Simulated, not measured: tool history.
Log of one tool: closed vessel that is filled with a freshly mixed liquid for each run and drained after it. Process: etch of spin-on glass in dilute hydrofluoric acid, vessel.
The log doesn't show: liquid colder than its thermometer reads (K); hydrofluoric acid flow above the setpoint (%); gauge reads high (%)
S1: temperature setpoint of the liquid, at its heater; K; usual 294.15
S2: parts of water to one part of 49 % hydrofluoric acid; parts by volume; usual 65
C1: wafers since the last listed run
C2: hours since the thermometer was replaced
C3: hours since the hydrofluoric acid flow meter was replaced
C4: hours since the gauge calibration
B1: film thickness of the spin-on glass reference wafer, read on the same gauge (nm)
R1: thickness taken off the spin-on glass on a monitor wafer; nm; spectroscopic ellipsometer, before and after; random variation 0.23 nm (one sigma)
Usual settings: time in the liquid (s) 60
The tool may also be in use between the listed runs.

Run 1, hour 0.0: usual settings but S1 292.65 K, time in the liquid (s) 50; C1 0; C2 809.1; C3 2248.5; C4 64.4; B1 29.98. Result: R1 33.61 nm.
Run 2, hour 7.4: usual settings; C1 928; C2 816.5; C3 2255.9; C4 71.8; B1 29.95. Result: R1 42.97 nm.
Run 3, hour 22.0: usual settings; C1 1830; C2 831.1; C3 2270.5; C4 86.4; B1 29.98. Result: R1 42.82 nm.
Run 4, hour 33.7: usual settings; C1 1467; C2 842.8; C3 2282.2; C4 98.1; B1 30.03. Result: R1 42.94 nm.
Run 5, hour 50.8: usual settings; C1 2144; C2 859.9; C3 2299.3; C4 115.2; B1 30.04. Result: R1 42.60 nm.
Run 6, hour 67.6: usual settings; C1 2106; C2 876.7; C3 2316.1; C4 132.0; B1 30.00. Result: R1 42.67 nm.
Run 7, hour 75.7: usual settings; C1 1015; C2 884.8; C3 2324.2; C4 140.1; B1 30.01. Result: R1 42.83 nm.
Run 8, hour 82.1: usual settings; C1 802; C2 891.2; C3 2330.6; C4 146.5; B1 30.01. Result: R1 42.71 nm.
Run 9, hour 91.3: usual settings; C1 1153; C2 900.4; C3 2339.8; C4 155.7; B1 30.01. Result: R1 42.70 nm.
At hour 105.0: gauge calibrated.
Run 10, hour 109.6: usual settings; C1 2294; C2 918.7; C3 2358.1; C4 4.6; B1 30.01. Result: R1 42.65 nm.
Run 11, hour 122.7: usual settings but S1 297.65 K, S2 45 parts by volume, time in the liquid (s) 40; C1 1642; C2 931.8; C3 2371.2; C4 17.7; B1 30.06. Result: R1 48.88 nm.
Run 12, hour 135.8: usual settings but S1 290.15 K; C1 1642; C2 944.9; C3 2384.3; C4 30.8; B1 29.98. Result: R1 35.96 nm.
At hour 142.6: thermometer replaced.
Run 13, hour 151.5: usual settings but S1 298.65 K, S2 85 parts by volume; C1 1843; C2 8.9; C3 2400.0; C4 46.5; B1 30.01. Result: R1 41.55 nm.
Run 14, hour 159.9: usual settings; C1 1053; C2 17.3; C3 2408.4; C4 54.9; B1 29.98. Result: R1 46.45 nm.
Run 15, hour 168.3: usual settings; C1 1053; C2 25.7; C3 2416.8; C4 63.3; B1 30.00. Result: R1 45.66 nm.
Run 16, hour 178.5: usual settings but S2 90 parts by volume, time in the liquid (s) 90; C1 1279; C2 35.9; C3 2427.0; C4 73.5; B1 30.04. Result: R1 47.75 nm.
At hour 183.1: hydrofluoric acid flow meter replaced.
Run 17, hour 192.0: usual settings but S2 40 parts by volume; C1 1567; C2 49.4; C3 8.9; C4 87.0; B1 30.00. Result: R1 77.50 nm.
Run 18, hour 207.5: usual settings; C1 1943; C2 64.9; C3 24.4; C4 102.5; B1 30.00. Result: R1 45.36 nm.
Run 19, hour 221.3: usual settings but S1 297.65 K, S2 40 parts by volume, time in the liquid (s) 30; C1 1730; C2 78.7; C3 38.2; C4 116.3; B1 30.01. Result: R1 44.51 nm.
Run 20, hour 229.3: usual settings but S1 290.15 K, time in the liquid (s) 70; C1 1003; C2 86.7; C3 46.2; C4 124.3; B1 30.01. Result: R1 45.34 nm.
At hour 237.3: gauge calibrated.
Run 21, hour 246.4: usual settings but S2 80 parts by volume, time in the liquid (s) 30; C1 2144; C2 103.8; C3 63.3; C4 9.1; B1 30.05. Result: R1 18.05 nm.

5 ways to go on from here, each from the tool as it stands after run 21. What would each give?
Run A, hour 247.1: usual settings; C1 87; C2 104.5; C3 64.0; C4 9.8; B1 ?. Result: R1 ?.
Run B, hour 247.1: usual settings but S1 290.15 K, time in the liquid (s) 75; C1 87; C2 104.5; C3 64.0; C4 9.8; B1 ?. Result: R1 ?.
Run C, hour 247.1: usual settings but S1 296.65 K, S2 50 parts by volume, time in the liquid (s) 75; C1 87; C2 104.5; C3 64.0; C4 9.8; B1 ?. Result: R1 ?.
Run D, hour 247.1: usual settings but S2 85 parts by volume; C1 87; C2 104.5; C3 64.0; C4 9.8; B1 ?. Result: R1 ?.
Run E, hour 247.1: usual settings but S1 291.65 K, S2 75 parts by volume, time in the liquid (s) 80; C1 87; C2 104.5; C3 64.0; C4 9.8; B1 ?. Result: R1 ?.

run     B1     R1
  A  30.01  45.39
  B  30.01  47.86
  C  30.01  83.38
  D  30.01  33.90
  E  30.01  46.67
Without the tool's hidden state the same runs would have given:
run     R1
  A  46.00
  B  48.53
  C  84.49
  D  34.35
  E  47.30

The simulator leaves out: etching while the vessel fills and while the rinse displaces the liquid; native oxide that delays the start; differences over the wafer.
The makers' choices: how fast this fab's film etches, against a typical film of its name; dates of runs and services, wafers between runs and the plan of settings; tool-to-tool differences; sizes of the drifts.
